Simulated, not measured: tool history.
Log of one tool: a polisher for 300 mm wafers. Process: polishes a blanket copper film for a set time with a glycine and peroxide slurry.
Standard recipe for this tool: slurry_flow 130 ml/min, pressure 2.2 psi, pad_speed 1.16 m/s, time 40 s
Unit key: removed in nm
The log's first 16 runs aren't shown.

run   hour  slurry_flow  pressure  pad_speed  time  wafers since the last listed run  wafers polished on this pad  hours since the slurry nozzle was cleaned  hours since the head pressure was calibrated  incoming thickness of the incoming film, nm  removed
     253.0  -- worn pad replaced by a new one
 17  257.6          130       2.2       1.16    40                               165                           60                                      581.3                                        1298.3                                       1810.7    162.3
 18  269.1           90       2.2       1.16    40                               152                          212                                      592.8                                        1309.8                                       1799.7    152.6
 19  286.8          130       1.6       0.96    40                               234                          447                                      610.5                                        1327.5                                       1791.2    113.6
 20  298.9          130       1.7       1.04    40                               160                          607                                      622.6                                        1339.6                                       1755.0    118.8
     302.1  -- head pressure recalibrated
 21  310.1          130       2.2       1.16    40                               121                          729                                      633.8                                           8.0                                       1794.8    153.9
     312.6  -- slurry nozzle cleaned
 22  337.0          130       2.0       1.28    44                               342                         1071                                       24.4                                          34.9                                       1809.2    156.5
 23  343.2           90       2.2       1.16    40                                82                         1154                                       30.6                                          41.1                                       1798.8    139.7
 24  352.4          155       1.9       1.16    36                               121                         1275                                       39.8                                          50.3                                       1806.7    118.4
     365.9  -- worn pad replaced by a new one
 25  366.4          140       2.2       1.16    52                               132                            7                                       53.8                                          64.3                                       1795.6    213.9
 26  374.0          130       2.2       1.16    40                               100                          107                                       61.4                                          71.9                                       1754.4    158.4
 27  385.7          130       2.2       1.16    40                               154                          262                                       73.1                                          83.6                                       1779.8    159.1
 28  391.9          130       1.4       1.40    40                                82                          344                                       79.3                                          89.8                                       1786.9    123.1
 29  429.8          130       1.9       1.26    40                               501                          846                                      117.2                                         127.7                                       1785.1    135.7
 30  443.2          130       2.8       1.40    40                               177                         1023                                      130.6                                         141.1                                       1773.8    202.8
     484.7  -- worn pad replaced by a new one
 31  485.2          130       2.2       1.16    40                               503                            6                                      172.6                                         183.1                                       1790.3    165.9
 32  496.4          130       1.8       1.46    40                               148                          155                                      183.8                                         194.3                                       1761.1    158.8
 33  505.5          170       2.2       1.16    40                               120                          275                                      192.9                                         203.4                                       1775.8    167.6
 34  515.7          130       2.2       1.16    36                               135                          410                                      203.1                                         213.6                                       1766.9    143.9
 35  531.4          115       2.2       1.16    40                               207                          618                                      218.8                                         229.3                                       1754.3    152.3

Below are 5 alternative next runs, each starting from the tool's condition after run 35. Predict each:
  A  531.8          100       2.2       1.16    40                                 5                          623                                      219.2                                         229.7                                       1792.9        ?
  B  531.8          105       2.4       1.04    27                                 5                          623                                      219.2                                         229.7                                       1792.9        ?
  C  531.8          170       2.2       1.16    28                                 5                          623                                      219.2                                         229.7                                       1792.9        ?
  D  531.8          145       2.2       1.16    29                                 5                          623                                      219.2                                         229.7                                       1792.9        ?
  E  531.8           90       2.2       1.48    27                                 5                          623                                      219.2                                         229.7                                       1792.9        ?

run  removed
  A    153.1
  B    105.5
  C    116.5
  D    118.0
  E    116.5
Without the tool's unlogged condition, the same runs would have read:
run  removed
  A    162.6
  B    112.1
  C    123.7
  D    125.3
  E    123.7

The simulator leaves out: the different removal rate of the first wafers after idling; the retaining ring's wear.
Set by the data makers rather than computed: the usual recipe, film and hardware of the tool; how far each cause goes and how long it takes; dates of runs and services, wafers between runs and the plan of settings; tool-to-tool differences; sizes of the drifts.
